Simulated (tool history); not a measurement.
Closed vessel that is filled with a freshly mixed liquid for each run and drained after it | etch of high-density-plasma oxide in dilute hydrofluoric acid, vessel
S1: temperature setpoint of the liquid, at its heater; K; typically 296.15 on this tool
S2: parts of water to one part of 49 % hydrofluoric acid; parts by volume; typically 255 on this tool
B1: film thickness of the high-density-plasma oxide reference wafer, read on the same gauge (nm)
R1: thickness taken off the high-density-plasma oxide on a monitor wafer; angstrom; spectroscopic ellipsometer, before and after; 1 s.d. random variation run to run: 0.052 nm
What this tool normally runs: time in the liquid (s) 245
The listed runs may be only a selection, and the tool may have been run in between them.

{"run": 1, "day": 0.0, "S1": 294.65, "S2": 255, "time in the liquid (s)": 245, "B1": 150.0, "R1": 55.0}
{"run": 2, "day": 0.421, "S1": 294.65, "S2": 255, "time in the liquid (s)": 245, "B1": 150.01, "R1": 54.6}
{"run": 3, "day": 1.154, "S1": 294.65, "S2": 255, "time in the liquid (s)": 245, "B1": 150.0, "R1": 55.5}
{"run": 4, "day": 1.796, "S1": 296.15, "S2": 255, "time in the liquid (s)": 245, "B1": 150.01, "R1": 57.6}
{"run": 5, "day": 2.538, "S1": 296.15, "S2": 230, "time in the liquid (s)": 245, "B1": 149.99, "R1": 65.8}
{"run": 6, "day": 3.217, "S1": 296.15, "S2": 230, "time in the liquid (s)": 245, "B1": 150.01, "R1": 64.9}
{"run": 7, "day": 3.942, "S1": 296.15, "S2": 170, "time in the liquid (s)": 245, "B1": 149.99, "R1": 95.4}
{"run": 8, "day": 4.521, "S1": 296.15, "S2": 170, "time in the liquid (s)": 245, "B1": 150.01, "R1": 93.4}
{"run": 9, "day": 4.992, "S1": 296.15, "S2": 255, "time in the liquid (s)": 350, "B1": 150.0, "R1": 80.9}
{"run": 10, "day": 5.679, "S1": 299.15, "S2": 255, "time in the liquid (s)": 275, "B1": 150.0, "R1": 71.0}
{"run": 11, "day": 5.946, "S1": 299.15, "S2": 255, "time in the liquid (s)": 275, "B1": 150.0, "R1": 70.2}
{"day": 6.654, "done": "hydrofluoric acid flow meter replaced"}
{"run": 12, "day": 6.675, "S1": 300.65, "S2": 255, "time in the liquid (s)": 310, "B1": 149.98, "R1": 98.6}
{"run": 13, "day": 7.142, "S1": 299.65, "S2": 325, "time in the liquid (s)": 345, "B1": 149.99, "R1": 79.1}
{"run": 14, "day": 7.408, "S1": 292.15, "S2": 125, "time in the liquid (s)": 245, "B1": 149.99, "R1": 133.4}
{"run": 15, "day": 7.783, "S1": 296.15, "S2": 305, "time in the liquid (s)": 245, "B1": 149.98, "R1": 53.3}
{"day": 8.204, "done": "thermometer replaced"}
{"run": 16, "day": 8.225, "S1": 296.15, "S2": 125, "time in the liquid (s)": 245, "B1": 150.01, "R1": 158.3}
{"run": 17, "day": 8.475, "S1": 296.15, "S2": 200, "time in the liquid (s)": 140, "B1": 150.02, "R1": 51.7}
{"run": 18, "day": 9.075, "S1": 296.15, "S2": 255, "time in the liquid (s)": 245, "B1": 150.01, "R1": 66.3}
{"day": 9.246, "done": "gauge calibrated"}
{"run": 19, "day": 9.646, "S1": 296.15, "S2": 360, "time in the liquid (s)": 375, "B1": 150.02, "R1": 65.5}
{"run": 20, "day": 10.379, "S1": 300.65, "S2": 255, "time in the liquid (s)": 170, "B1": 150.0, "R1": 53.5}
{"run": 21, "day": 10.783, "S1": 296.15, "S2": 215, "time in the liquid (s)": 155, "B1": 150.01, "R1": 51.8}
{"run": 22, "day": 11.575, "S1": 294.65, "S2": 255, "time in the liquid (s)": 245, "B1": 150.0, "R1": 62.7}
{"run": 23, "day": 11.892, "S1": 292.65, "S2": 255, "time in the liquid (s)": 245, "B1": 150.02, "R1": 58.0}

Had the tool no unlogged condition, and each run kept its random variation, what would the results have been?
Hidden conditions of the tool in this case: liquid colder than its thermometer reads (K); hydrofluoric acid flow below the setpoint (%); gauge reads high (%).
run=1 R1=64.8
run=2 R1=64.4
run=3 R1=65.7
run=4 R1=68.5
run=5 R1=78.3
run=6 R1=77.5
run=7 R1=113.6
run=8 R1=111.5
run=9 R1=97.9
run=10 R1=86.4
run=11 R1=85.6
run=12 R1=101.0
run=13 R1=81.2
run=14 R1=136.6
run=15 R1=54.8
run=16 R1=162.7
run=17 R1=53.2
run=18 R1=68.6
run=19 R1=68.1
run=20 R1=55.7
run=21 R1=53.9
run=22 R1=65.6
run=23 R1=60.7
